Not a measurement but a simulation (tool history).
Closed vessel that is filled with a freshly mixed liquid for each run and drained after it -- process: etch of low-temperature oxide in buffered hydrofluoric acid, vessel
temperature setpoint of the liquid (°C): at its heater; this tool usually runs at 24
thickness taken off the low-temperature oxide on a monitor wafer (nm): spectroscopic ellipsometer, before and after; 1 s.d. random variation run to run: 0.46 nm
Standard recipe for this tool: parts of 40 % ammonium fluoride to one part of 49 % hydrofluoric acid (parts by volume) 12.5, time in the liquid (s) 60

run   hour  temperature setpoint of the liquid (°C)  parts of 40 % ammonium fluoride to one part of 49 % hydrofluoric acid (parts by volume)  time in the liquid (s)  wafers since the last listed run  hours since the thermometer was replaced  hours since the hydrofluoric acid flow meter was replaced  hours since the gauge calibration  read-back film thickness of the low-temperature oxide reference wafer, read on the same gauge (nm)  thickness taken off the low-temperature oxide on a monitor wafer (nm)
  1      0                                       24                                                                                     15.5                      85                                 0                                    1262.4                                                      413.2                              105.1                                                                                              119.99                                                                 174.73
  2     13                                       26                                                                                     12.5                      60                              1795                                    1275.4                                                      426.2                              118.1                                                                                              119.97                                                                 168.89
      20.7  -- gauge calibrated
  3   27.9                                       24                                                                                     12.5                      60                              2058                                    1290.3                                                      441.1                                7.2                                                                                              119.98                                                                 153.61
  4   45.5                                       24                                                                                     12.5                      60                              2431                                    1307.9                                                      458.7                               24.8                                                                                              120.01                                                                 154.53
  5   54.2                                       24                                                                                     12.5                      45                              1201                                    1316.6                                                      467.4                               33.5                                                                                              119.98                                                                 115.19
      57.9  -- thermometer replaced
      61.7  -- hydrofluoric acid flow meter replaced
  6   64.1                                       24                                                                                     12.5                      60                              1091                                       6.2                                                        2.4                               43.4                                                                                              120.01                                                                  123.9
  7   75.2                                       24                                                                                     12.5                      60                              1533                                      17.3                                                       13.5                               54.5                                                                                              119.98                                                                 124.72
  8   81.4                                       24                                                                                     12.5                      60                               856                                      23.5                                                       19.7                               60.7                                                                                              120.01                                                                 124.86
  9   88.2                                       28                                                                                     17.5                      45                               939                                      30.3                                                       26.5                               67.5                                                                                              119.99                                                                  83.32
 10   99.3                                     21.5                                                                                      9.5                      60                              1533                                      41.4                                                       37.6                               78.6                                                                                                 120                                                                 139.76
 11  109.6                                       24                                                                                     12.5                      45                              1422                                      51.7                                                       47.9                               88.9                                                                                                 120                                                                  94.31
 12  122.9                                       20                                                                                     16.5                      40                              1837                                        65                                                       61.2                              102.2                                                                                              119.99                                                                  51.33
 13  136.5                                       24                                                                                       16                      60                              1878                                      78.6                                                       74.8                              115.8                                                                                              119.97                                                                  99.01
     142.9  -- gauge calibrated
 14  155.7                                       26                                                                                     12.5                      60                              2652                                      97.8                                                         94                               12.8                                                                                              120.01                                                                 140.97
 15  167.9                                     25.5                                                                                     10.5                      75                              1685                                       110                                                      106.2                                 25                                                                                              119.97                                                                 205.11
 16  185.8                                       24                                                                                      8.5                      75                              2472                                     127.9                                                      124.1                               42.9                                                                                              119.98                                                                 227.32

Branching from run 16: 4 alternative next runs. What would each branch give?
  A  186.5                                     26.5                                                                                     12.5                      60                                96                                     128.6                                                      124.8                               43.6                                                                                                   ?                                                                      ?
  B  186.5                                       24                                                                                        8                      35                                96                                     128.6                                                      124.8                               43.6                                                                                                   ?                                                                      ?
  C  186.5                                     21.5                                                                                     17.5                      35                                96                                     128.6                                                      124.8                               43.6                                                                                                   ?                                                                      ?
  D  186.5                                     27.5                                                                                        8                      40                                96                                     128.6                                                      124.8                               43.6                                                                                                   ?                                                                      ?

run  read-back film thickness of the low-temperature oxide reference wafer, read on the same gauge (nm)  thickness taken off the low-temperature oxide on a monitor wafer (nm)
  A                                                                                              120.02                                                                 147.03
  B                                                                                              120.02                                                                 113.45
  C                                                                                              120.02                                                                  46.95
  D                                                                                              120.02                                                                 156.46
Without the tool's hidden state the same runs would have given:
run  thickness taken off the low-temperature oxide on a monitor wafer (nm)
  A                                                                 139.87
  B                                                                 107.56
  C                                                                  44.62
  D                                                                 148.42
